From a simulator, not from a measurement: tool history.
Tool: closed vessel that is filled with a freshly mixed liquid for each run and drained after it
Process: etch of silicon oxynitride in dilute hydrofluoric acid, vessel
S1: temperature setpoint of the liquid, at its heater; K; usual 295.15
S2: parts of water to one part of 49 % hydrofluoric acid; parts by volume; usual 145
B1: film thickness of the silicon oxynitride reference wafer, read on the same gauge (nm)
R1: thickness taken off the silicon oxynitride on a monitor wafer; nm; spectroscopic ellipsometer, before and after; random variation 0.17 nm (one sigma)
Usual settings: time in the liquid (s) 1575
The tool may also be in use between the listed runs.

Run 1, hour 0.0: usual settings; B1 109.99. Result: R1 31.14 nm.
Run 2, hour 17.9: usual settings; B1 110.00. Result: R1 31.52 nm.
Run 3, hour 35.6: usual settings; B1 110.02. Result: R1 31.60 nm.
Run 4, hour 52.0: usual settings but S1 292.15 K; B1 109.98. Result: R1 27.14 nm.
Run 5, hour 65.3: usual settings; B1 110.02. Result: R1 31.32 nm.
Run 6, hour 81.9: usual settings; B1 110.00. Result: R1 31.56 nm.
Run 7, hour 88.3: usual settings; B1 110.01. Result: R1 31.20 nm.
Run 8, hour 100.8: usual settings; B1 109.95. Result: R1 31.53 nm.
Run 9, hour 110.6: usual settings but S1 296.65 K, S2 190 parts by volume, time in the liquid (s) 740; B1 109.97. Result: R1 11.62 nm.
At hour 118.3: thermometer replaced.
Run 10, hour 118.8: usual settings but S2 115 parts by volume; B1 109.97. Result: R1 42.63 nm.
Run 11, hour 124.2: usual settings but S1 298.65 K, S2 100 parts by volume, time in the liquid (s) 2455; B1 110.01. Result: R1 91.23 nm.
Run 12, hour 141.3: usual settings but S2 125 parts by volume; B1 110.02. Result: R1 39.02 nm.
Run 13, hour 154.1: usual settings but S2 85 parts by volume; B1 109.99. Result: R1 58.64 nm.
At hour 155.3: gauge calibrated.
Run 14, hour 169.6: usual settings but time in the liquid (s) 1265; B1 110.02. Result: R1 26.45 nm.
Run 15, hour 177.8: usual settings but S2 125 parts by volume, time in the liquid (s) 985; B1 110.00. Result: R1 24.17 nm.
Run 16, hour 193.2: usual settings but S1 292.15 K, S2 200 parts by volume, time in the liquid (s) 705; B1 110.01. Result: R1 8.94 nm.
Run 17, hour 201.2: usual settings but S1 298.15 K, S2 105 parts by volume, time in the liquid (s) 2195; B1 110.01. Result: R1 75.74 nm.
Run 18, hour 208.3: usual settings but S1 297.65 K, S2 110 parts by volume, time in the liquid (s) 845; B1 110.00. Result: R1 26.88 nm.
At hour 211.3: hydrofluoric acid flow meter replaced.
Run 19, hour 214.4: usual settings but S1 298.65 K, time in the liquid (s) 1105; B1 110.01. Result: R1 27.04 nm.
Run 20, hour 225.3: usual settings but S1 297.65 K; B1 109.99. Result: R1 37.16 nm.
Run 21, hour 238.1: usual settings but S1 293.65 K, S2 195 parts by volume, time in the liquid (s) 2410; B1 109.97. Result: R1 33.83 nm.
Run 22, hour 250.8: usual settings but S1 299.15 K, S2 165 parts by volume, time in the liquid (s) 1105; B1 110.01. Result: R1 23.84 nm.
Run 23, hour 257.8: usual settings but S2 190 parts by volume, time in the liquid (s) 2040; B1 110.04. Result: R1 31.29 nm.
Run 24, hour 266.6: usual settings but S2 200 parts by volume; B1 109.97. Result: R1 22.88 nm.
Run 25, hour 283.0: usual settings but S1 292.65 K, S2 90 parts by volume; B1 109.99. Result: R1 49.42 nm.
Run 26, hour 312.1: usual settings but time in the liquid (s) 800; B1 109.96. Result: R1 16.70 nm.
Run 27, hour 323.9: usual settings but S1 298.15 K, S2 90 parts by volume; B1 109.98. Result: R1 63.38 nm.
Run 28, hour 338.9: usual settings but time in the liquid (s) 1115; B1 110.00. Result: R1 23.14 nm.
Run 29, hour 346.3: usual settings; B1 109.96. Result: R1 32.71 nm.
Run 30, hour 359.6: usual settings but S1 298.15 K, S2 120 parts by volume, time in the liquid (s) 1985; B1 110.01. Result: R1 58.64 nm.
Run 31, hour 371.6: usual settings; B1 109.98. Result: R1 32.44 nm.
Run 32, hour 378.8: usual settings; B1 110.03. Result: R1 32.73 nm.

Forecast each of these 5 alternatives for the next run:
Run A, hour 379.9: usual settings but S2 170 parts by volume; B1 ?. Result: R1 ?.
Run B, hour 379.9: usual settings but S1 296.65 K, S2 80 parts by volume, time in the liquid (s) 1075; B1 ?. Result: R1 ?.
Run C, hour 379.9: usual settings but S2 190 parts by volume; B1 ?. Result: R1 ?.
Run D, hour 379.9: usual settings but S1 299.15 K, S2 215 parts by volume; B1 ?. Result: R1 ?.
Run E, hour 379.9: usual settings but S1 291.65 K, S2 205 parts by volume; B1 ?. Result: R1 ?.

run      B1     R1
  A  109.98  27.61
  B  109.98  46.08
  C  109.98  24.36
  D  109.98  25.26
  E  109.98  19.00
Without the tool's hidden state the same runs would have given:
run     R1
  A  27.96
  B  46.68
  C  24.66
  D  25.56
  E  19.24
